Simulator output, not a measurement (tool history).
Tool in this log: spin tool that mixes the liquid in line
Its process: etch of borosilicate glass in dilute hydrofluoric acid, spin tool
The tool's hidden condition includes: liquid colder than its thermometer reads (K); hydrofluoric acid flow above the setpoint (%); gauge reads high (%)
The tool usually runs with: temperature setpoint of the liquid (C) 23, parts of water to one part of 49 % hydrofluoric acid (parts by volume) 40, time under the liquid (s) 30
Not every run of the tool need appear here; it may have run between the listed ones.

run,hour,temperature setpoint of the liquid (C),parts of water to one part of 49 % hydrofluoric acid (parts by volume),time under the liquid (s),wafers since the last listed run,hours since the thermometer was replaced,hours since the hydrofluoric acid flow meter was replaced,hours since the gauge calibration,"read-back film thickness of the borosilicate glass reference wafer, read on the same gauge (nm)",thickness taken off the borosilicate glass on a monitor wafer (angstrom)
1,0,23,40,30,0,2648.9,1221.2,248.8,40,235.9
2,15.3,23,40,30,260,2664.2,1236.5,264.1,39.99,237.3
3,22.7,23,40,30,125,2671.6,1243.9,271.5,39.99,237.5
4,34.8,23,40,30,205,2683.7,1256,283.6,40.01,237.9
5,50.7,23,40,30,270,2699.6,1271.9,299.5,40.03,236.1
6,57.5,23,40,30,115,2706.4,1278.7,306.3,39.99,239.3
7,66.1,23,40,30,146,2715,1287.3,314.9,39.97,237.5
8,80.6,23,40,30,246,2729.5,1301.8,329.4,39.98,238.3
9,96,23,40,30,262,2744.9,1317.2,344.8,40.01,236.8
10,102.1,23,40,30,103,2751,1323.3,350.9,40.03,239
11,117,23,40,30,253,2765.9,1338.2,365.8,40.01,237.2
12,129.2,19.5,30,30,207,2778.1,1350.4,378,39.99,278
13,138.7,23,40,35,161,2787.6,1359.9,387.5,39.98,277.5
# hour 151.3: hydrofluoric acid flow meter replaced
14,153.4,23,40,35,233,2802.3,2.1,402.2,40.01,293.9
15,170.8,21.5,55,30,296,2819.7,19.5,419.6,39.98,169.2
16,180.6,23,60,15,166,2829.5,29.3,429.4,39.98,82
17,190.9,25.5,40,30,175,2839.8,39.6,439.7,39.98,279
# hour 195.5: gauge calibrated
18,199.8,23,40,30,151,2848.7,48.5,4.3,40.03,250.3
19,233.2,25.5,40,30,568,2882.1,81.9,37.7,40.02,279.9
20,243.6,23,50,20,176,2892.5,92.3,48.1,40,132.8
# hour 248: hydrofluoric acid flow meter replaced, repeated, since the last time left the tool worse
21,254.3,19,40,30,165,2903.2,6.3,58.8,39.98,187.6
22,268.6,23,40,30,243,2917.5,20.6,73.1,40.01,223.2
23,283.5,25,20,45,253,2932.4,35.5,88,40,751.4
24,292,23,25,25,144,2940.9,44,96.5,40.03,306.1
# hour 294.4: thermometer replaced
25,305.5,23,40,30,212,11.1,57.5,110,40,223.3
26,311.7,20,40,25,105,17.3,63.7,116.2,40,162.6
27,329.4,23,30,30,301,35,81.4,133.9,39.99,301
28,335.5,19.5,35,30,103,41.1,87.5,140,39.99,220.8
29,342.5,23,40,30,119,48.1,94.5,147,40.01,222.3
30,350.8,23,50,30,141,56.4,102.8,155.3,40.01,177.2
31,366.8,23,40,40,272,72.4,118.8,171.3,39.99,297.3
32,378.4,21.5,55,40,197,84,130.4,182.9,39.98,200.8

5 ways to go on from here, each from the tool as it stands after run 32. What would each give?
A,378.8,21.5,40,30,6,84.4,130.8,183.3,?,?
B,378.8,20.5,40,30,6,84.4,130.8,183.3,?,?
C,378.8,23,40,50,6,84.4,130.8,183.3,?,?
D,378.8,19.5,20,20,6,84.4,130.8,183.3,?,?
E,378.8,19,40,25,6,84.4,130.8,183.3,?,?

run,"read-back film thickness of the borosilicate glass reference wafer, read on the same gauge (nm)",thickness taken off the borosilicate glass on a monitor wafer (angstrom)
A,40.03,209
B,40.03,200.3
C,40.03,371.1
D,40.03,262
E,40.03,156.5
With the hidden condition removed and each run's random variation left untouched, the same runs would have given:
run,thickness taken off the borosilicate glass on a monitor wafer (angstrom)
A,202.1
B,193.7
C,358.7
D,253.4
E,151.3
